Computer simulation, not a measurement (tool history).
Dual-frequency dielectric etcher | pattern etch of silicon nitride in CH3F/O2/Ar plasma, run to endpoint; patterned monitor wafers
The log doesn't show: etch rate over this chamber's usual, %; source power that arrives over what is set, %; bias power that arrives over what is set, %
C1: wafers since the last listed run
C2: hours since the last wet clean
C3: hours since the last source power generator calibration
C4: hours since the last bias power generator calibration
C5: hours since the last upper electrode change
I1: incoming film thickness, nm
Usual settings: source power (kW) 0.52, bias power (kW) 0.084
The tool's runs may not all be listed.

run 1 day=0 | source_power_(kW)=0.52 bias_power_(kW)=0.084 | C1=0 C2=180.1 C3=1858.7 C4=3211.5 C5=3920.7 | I1=25.23 | endpoint_time_(s)=30
run 2 day=1.596 | source_power_(kW)=0.52 bias_power_(kW)=0.084 | C1=350 C2=218.4 C3=1897 C4=3249.8 C5=3959 | I1=25.22 | endpoint_time_(s)=29.6
run 3 day=2.104 | source_power_(kW)=0.52 bias_power_(kW)=0.084 | C1=111 C2=230.6 C3=1909.2 C4=3262 C5=3971.2 | I1=24.86 | endpoint_time_(s)=28.9
run 4 day=2.704 | source_power_(kW)=0.52 bias_power_(kW)=0.084 | C1=131 C2=245 C3=1923.6 C4=3276.4 C5=3985.6 | I1=24.98 | endpoint_time_(s)=28.9
run 5 day=3.375 | source_power_(kW)=0.52 bias_power_(kW)=0.084 | C1=147 C2=261.1 C3=1939.7 C4=3292.5 C5=4001.7 | I1=24.73 | endpoint_time_(s)=28.9
run 6 day=4.021 | source_power_(kW)=0.52 bias_power_(kW)=0.084 | C1=141 C2=276.6 C3=1955.2 C4=3308 C5=4017.2 | I1=25.28 | endpoint_time_(s)=29.6
run 7 day=4.646 | source_power_(kW)=0.52 bias_power_(kW)=0.084 | C1=137 C2=291.6 C3=1970.2 C4=3323 C5=4032.2 | I1=24.99 | endpoint_time_(s)=29
run 8 day=5.362 | source_power_(kW)=0.52 bias_power_(kW)=0.084 | C1=157 C2=308.8 C3=1987.4 C4=3340.2 C5=4049.4 | I1=25.19 | endpoint_time_(s)=29.1
-- day=5.658 source power generator calibrated
run 9 day=6.071 | source_power_(kW)=0.52 bias_power_(kW)=0.084 | C1=118 C2=325.8 C3=9.9 C4=3357.2 C5=4066.4 | I1=25.2 | endpoint_time_(s)=29.2
run 10 day=6.629 | source_power_(kW)=0.52 bias_power_(kW)=0.084 | C1=122 C2=339.2 C3=23.3 C4=3370.6 C5=4079.8 | I1=25.23 | endpoint_time_(s)=28.8
run 11 day=7.221 | source_power_(kW)=0.47 bias_power_(kW)=0.084 | C1=129 C2=353.4 C3=37.5 C4=3384.8 C5=4094 | I1=25.07 | endpoint_time_(s)=30.3
-- day=8.3 upper electrode replaced, of another model than before
-- day=8.408 wet clean of the chamber
run 12 day=8.429 | source_power_(kW)=0.47 bias_power_(kW)=0.084 | C1=21 C2=0.5 C3=66.5 C4=3413.8 C5=3.1 | I1=24.98 | endpoint_time_(s)=30.4
run 13 day=8.446 | source_power_(kW)=0.52 bias_power_(kW)=0.084 | C1=3 C2=0.9 C3=66.9 C4=3414.2 C5=3.5 | I1=25.02 | endpoint_time_(s)=29.8
run 14 day=8.896 | source_power_(kW)=0.58 bias_power_(kW)=0.084 | C1=98 C2=11.7 C3=77.7 C4=3425 C5=14.3 | I1=25.27 | endpoint_time_(s)=28.9
run 15 day=9.288 | source_power_(kW)=0.58 bias_power_(kW)=0.084 | C1=86 C2=21.1 C3=87.1 C4=3434.4 C5=23.7 | I1=25.15 | endpoint_time_(s)=28.7
-- day=9.725 bias power generator calibrated
run 16 day=9.883 | source_power_(kW)=0.63 bias_power_(kW)=0.09 | C1=94 C2=35.4 C3=101.4 C4=3.8 C5=38 | I1=25.1 | endpoint_time_(s)=27.4
run 17 day=10.371 | source_power_(kW)=0.42 bias_power_(kW)=0.071 | C1=107 C2=47.1 C3=113.1 C4=15.5 C5=49.7 | I1=24.96 | endpoint_time_(s)=33
run 18 day=10.979 | source_power_(kW)=0.52 bias_power_(kW)=0.084 | C1=133 C2=61.7 C3=127.7 C4=30.1 C5=64.3 | I1=25.07 | endpoint_time_(s)=29.8
run 19 day=11.662 | source_power_(kW)=0.52 bias_power_(kW)=0.084 | C1=150 C2=78.1 C3=144.1 C4=46.5 C5=80.7 | I1=24.99 | endpoint_time_(s)=29.7
run 20 day=12.379 | source_power_(kW)=0.57 bias_power_(kW)=0.101 | C1=157 C2=95.3 C3=161.3 C4=63.7 C5=97.9 | I1=25.13 | endpoint_time_(s)=27.6
run 21 day=13.667 | source_power_(kW)=0.58 bias_power_(kW)=0.084 | C1=282 C2=126.2 C3=192.2 C4=94.6 C5=128.8 | I1=24.68 | endpoint_time_(s)=27.7
run 22 day=14.279 | source_power_(kW)=0.45 bias_power_(kW)=0.101 | C1=134 C2=140.9 C3=206.9 C4=109.3 C5=143.5 | I1=25.05 | endpoint_time_(s)=29.9
run 23 day=14.758 | source_power_(kW)=0.45 bias_power_(kW)=0.084 | C1=105 C2=152.4 C3=218.4 C4=120.8 C5=155 | I1=25.12 | endpoint_time_(s)=30.9
run 24 day=15.388 | source_power_(kW)=0.52 bias_power_(kW)=0.095 | C1=138 C2=167.5 C3=233.5 C4=135.9 C5=170.1 | I1=25.3 | endpoint_time_(s)=29
run 25 day=15.708 | source_power_(kW)=0.47 bias_power_(kW)=0.103 | C1=70 C2=175.2 C3=241.2 C4=143.6 C5=177.8 | I1=25.16 | endpoint_time_(s)=29.2

The next listed run, before its measurement:
run 26 day=16.162 | source_power_(kW)=0.56 bias_power_(kW)=0.075 | C1=99 C2=186.1 C3=252.1 C4=154.5 C5=188.7 | I1=25.19 | endpoint_time_(s)=?

endpoint time (s): 29.1
Without the tool's hidden state the same run would have given endpoint time (s) 29.7.
